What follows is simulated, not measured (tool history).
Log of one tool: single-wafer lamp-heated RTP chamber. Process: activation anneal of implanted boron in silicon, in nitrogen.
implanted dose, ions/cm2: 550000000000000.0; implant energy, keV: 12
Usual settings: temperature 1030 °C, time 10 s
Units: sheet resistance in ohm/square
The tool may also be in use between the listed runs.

| run | hour | temperature | time | read-back reference wafer on the same gauge, sheet resistance | sheet resistance |
|---|---|---|---|---|---|
| 1 | 0.0 | 1030 | 13 | 247.40 | 215.59 |
| 2 | 10.4 | 1030 | 13 | 247.40 | 215.10 |
|  | 15.4 | gauge calibrated |
| 3 | 26.5 | 1030 | 13 | 246.32 | 213.61 |
| 4 | 44.4 | 1030 | 10 | 246.11 | 214.82 |
| 5 | 61.4 | 1030 | 10 | 246.33 | 214.52 |
| 6 | 68.1 | 1047 | 10 | 246.24 | 213.83 |
| 7 | 77.1 | 1047 | 10 | 246.35 | 214.52 |
| 8 | 84.4 | 1047 | 10 | 246.39 | 213.52 |
| 9 | 99.6 | 1030 | 10 | 246.55 | 214.41 |
| 10 | 116.1 | 1030 | 10 | 246.60 | 215.28 |
|  | 134.3 | pyrometer window cleaned and pyrometer calibrated |
| 11 | 134.8 | 1010 | 13 | 246.92 | 216.94 |
| 12 | 143.7 | 1060 | 6 | 246.91 | 215.26 |
| 13 | 159.7 | 1044 | 10 | 247.06 | 214.68 |
|  | 175.6 | reflector plate cleaned |
| 14 | 176.1 | 1009 | 14 | 247.53 | 216.59 |
| 15 | 188.0 | 1008 | 7 | 247.72 | 218.79 |
| 16 | 202.5 | 1030 | 10 | 247.92 | 216.32 |
| 17 | 214.5 | 1030 | 10 | 248.17 | 216.75 |
| 18 | 223.0 | 1030 | 15 | 248.50 | 215.89 |

The next listed run, before its measurement:
|  | 223.7 | gauge calibrated |
| 19 | 267.6 | 1055 | 5 | ? | ? |

Run 19 gave read-back reference wafer on the same gauge, sheet resistance 246.14, sheet resistance 213.99 ohm/square.
Without the tool's hidden state the same run would have given sheet resistance 213.89 ohm/square.
